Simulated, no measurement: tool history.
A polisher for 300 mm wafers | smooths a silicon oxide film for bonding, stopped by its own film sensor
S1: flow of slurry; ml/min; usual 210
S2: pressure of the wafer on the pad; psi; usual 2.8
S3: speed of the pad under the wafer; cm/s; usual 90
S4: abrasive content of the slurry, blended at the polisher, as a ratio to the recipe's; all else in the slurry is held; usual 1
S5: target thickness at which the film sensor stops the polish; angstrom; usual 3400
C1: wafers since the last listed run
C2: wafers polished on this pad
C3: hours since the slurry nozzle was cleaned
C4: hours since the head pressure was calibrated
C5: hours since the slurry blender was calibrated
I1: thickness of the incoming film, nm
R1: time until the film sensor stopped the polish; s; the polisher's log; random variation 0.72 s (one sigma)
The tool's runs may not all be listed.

| run | hour | S1 | S2 | S3 | S4 | S5 | C1 | C2 | C3 | C4 | C5 | I1 | R1 |
|---|---|---|---|---|---|---|---|---|---|---|---|---|---|
| 1 | 0 | 210 | 2.8 | 90 | 1 | 3400 | 0 | 5994 | 612.7 | 364.9 | 676.2 | 394.6 | 75.5 |
|  | 20.4 | slurry blender recalibrated |
|  | 67 | worn pad replaced by a new one |
| 2 | 67.5 | 210 | 2.8 | 90 | 1 | 3400 | 636 | 5 | 680.2 | 432.4 | 47.1 | 400.6 | 75 |
| 3 | 113.9 | 210 | 2.8 | 90 | 1 | 3400 | 480 | 486 | 726.6 | 478.8 | 93.5 | 391.7 | 63.6 |
|  | 131.6 | slurry nozzle cleaned |
| 4 | 173.1 | 210 | 2.8 | 90 | 1.15 | 3400 | 602 | 1088 | 41.5 | 538 | 152.7 | 401 | 66.8 |
| 5 | 247.3 | 210 | 2.8 | 90 | 1 | 3400 | 768 | 1856 | 115.7 | 612.2 | 226.9 | 397.8 | 68.2 |
| 6 | 323.8 | 210 | 3.5 | 90 | 1 | 3400 | 791 | 2648 | 192.2 | 688.7 | 303.4 | 401.7 | 59.5 |
| 7 | 381.5 | 210 | 3.5 | 90 | 1 | 3400 | 597 | 3245 | 249.9 | 746.4 | 361.1 | 404.9 | 64.1 |
| 8 | 527.9 | 210 | 2.8 | 90 | 1.25 | 3400 | 1515 | 4761 | 396.3 | 892.8 | 507.5 | 403.3 | 72.2 |
|  | 555.2 | head pressure recalibrated |
| 9 | 622.5 | 210 | 2.8 | 90 | 1 | 3400 | 958 | 5720 | 490.9 | 67.3 | 602.1 | 394.9 | 72.6 |
| 10 | 667.2 | 180 | 3.7 | 90 | 1 | 3400 | 462 | 6182 | 535.6 | 112 | 646.8 | 396.9 | 58.4 |
| 11 | 747.6 | 210 | 2.8 | 68 | 1 | 3560 | 832 | 7015 | 616 | 192.4 | 727.2 | 401.8 | 71.2 |
|  | 750.6 | slurry blender recalibrated |
| 12 | 845.7 | 210 | 2.1 | 90 | 0.85 | 3400 | 994 | 8010 | 714.1 | 290.5 | 95.1 | 399.6 | 123.7 |
|  | 875.7 | worn pad replaced by a new one |
| 13 | 930.5 | 210 | 2.8 | 58 | 1 | 3400 | 836 | 567 | 798.9 | 375.3 | 179.9 | 396.5 | 90.1 |
|  | 938.7 | slurry nozzle cleaned |
| 14 | 971.1 | 210 | 2.8 | 90 | 0.9 | 3590 | 409 | 977 | 32.4 | 415.9 | 220.5 | 401.8 | 53.7 |
| 15 | 1029.8 | 210 | 2.8 | 90 | 1 | 3400 | 607 | 1584 | 91.1 | 474.6 | 279.2 | 394 | 64.6 |
| 16 | 1131.5 | 210 | 3.7 | 90 | 0.75 | 3270 | 1052 | 2637 | 192.8 | 576.3 | 380.9 | 405.6 | 86.7 |
| 17 | 1182.6 | 240 | 2.8 | 90 | 1 | 3400 | 528 | 3166 | 243.9 | 627.4 | 432 | 401.3 | 75.6 |
| 18 | 1228.4 | 140 | 2.8 | 74 | 1.15 | 3270 | 474 | 3640 | 289.7 | 673.2 | 477.8 | 406.5 | 104.7 |
| 19 | 1334.2 | 165 | 3.6 | 68 | 1 | 3400 | 1095 | 4735 | 395.5 | 779 | 583.6 | 395.8 | 65.6 |
|  | 1369.5 | head pressure recalibrated |
|  | 1376.4 | slurry blender recalibrated |
| 20 | 1581.5 | 240 | 2.8 | 114 | 1.1 | 3510 | 2518 | 7254 | 642.8 | 212 | 205.1 | 393.5 | 48.9 |
|  | 1676.7 | slurry nozzle cleaned |
|  | 1686.6 | worn pad replaced by a new one |
| 21 | 1868.2 | 210 | 2.8 | 90 | 1 | 3500 | 2916 | 1880 | 191.5 | 498.7 | 491.8 | 401 | 61.7 |
| 22 | 1921.7 | 210 | 3.1 | 90 | 0.7 | 3400 | 553 | 2434 | 245 | 552.2 | 545.3 | 397.9 | 79.6 |
| 23 | 1974.4 | 210 | 2.8 | 90 | 1 | 3400 | 545 | 2979 | 297.7 | 604.9 | 598 | 404.9 | 81.5 |
|  | 2014.6 | slurry blender recalibrated |
| 24 | 2155.3 | 210 | 2.8 | 90 | 1 | 3400 | 1852 | 4831 | 478.6 | 785.8 | 140.7 | 392.7 | 67.4 |
| 25 | 2224.4 | 210 | 2.8 | 90 | 1 | 3400 | 715 | 5547 | 547.7 | 854.9 | 209.8 | 407.7 | 87.8 |
|  | 2251.1 | head pressure recalibrated |
| 26 | 2261.6 | 210 | 2.8 | 90 | 1 | 3400 | 364 | 5911 | 584.9 | 10.5 | 247 | 402.2 | 83.4 |
|  | 2324.5 | slurry nozzle cleaned |
| 27 | 2332.8 | 210 | 2.8 | 90 | 1 | 3400 | 726 | 6638 | 8.3 | 81.7 | 318.2 | 392.4 | 68.6 |
|  | 2355.9 | worn pad replaced by a new one |
| 28 | 2377.2 | 210 | 2.8 | 62 | 1 | 3400 | 418 | 220 | 52.7 | 126.1 | 362.6 | 398 | 79.7 |
| 29 | 2466.1 | 170 | 2.1 | 90 | 1 | 3330 | 920 | 1141 | 141.6 | 215 | 451.5 | 396.1 | 102.4 |
| 30 | 2528.8 | 210 | 2.8 | 90 | 1 | 3400 | 649 | 1790 | 204.3 | 277.7 | 514.2 | 403.3 | 77.2 |

Forecast each of these 4 alternatives for the next run:
| A | 2529.3 | 140 | 2.8 | 90 | 1 | 3400 | 5 | 1795 | 204.8 | 278.2 | 514.7 | 399.1 | ? |
| B | 2529.3 | 175 | 3.8 | 90 | 0.85 | 3400 | 5 | 1795 | 204.8 | 278.2 | 514.7 | 399.1 | ? |
| C | 2529.3 | 210 | 2.8 | 90 | 1.2 | 3490 | 5 | 1795 | 204.8 | 278.2 | 514.7 | 399.1 | ? |
| D | 2529.3 | 170 | 2.1 | 78 | 1.15 | 3400 | 5 | 1795 | 204.8 | 278.2 | 514.7 | 399.1 | ? |

| run | R1 |
|---|---|
| A | 74.9 |
| B | 59.1 |
| C | 55.4 |
| D | 97.7 |
Without the tool's hidden state the same runs would have given:
| run | R1 |
|---|---|
| A | 71.9 |
| B | 56.8 |
| C | 53.3 |
| D | 93.9 |
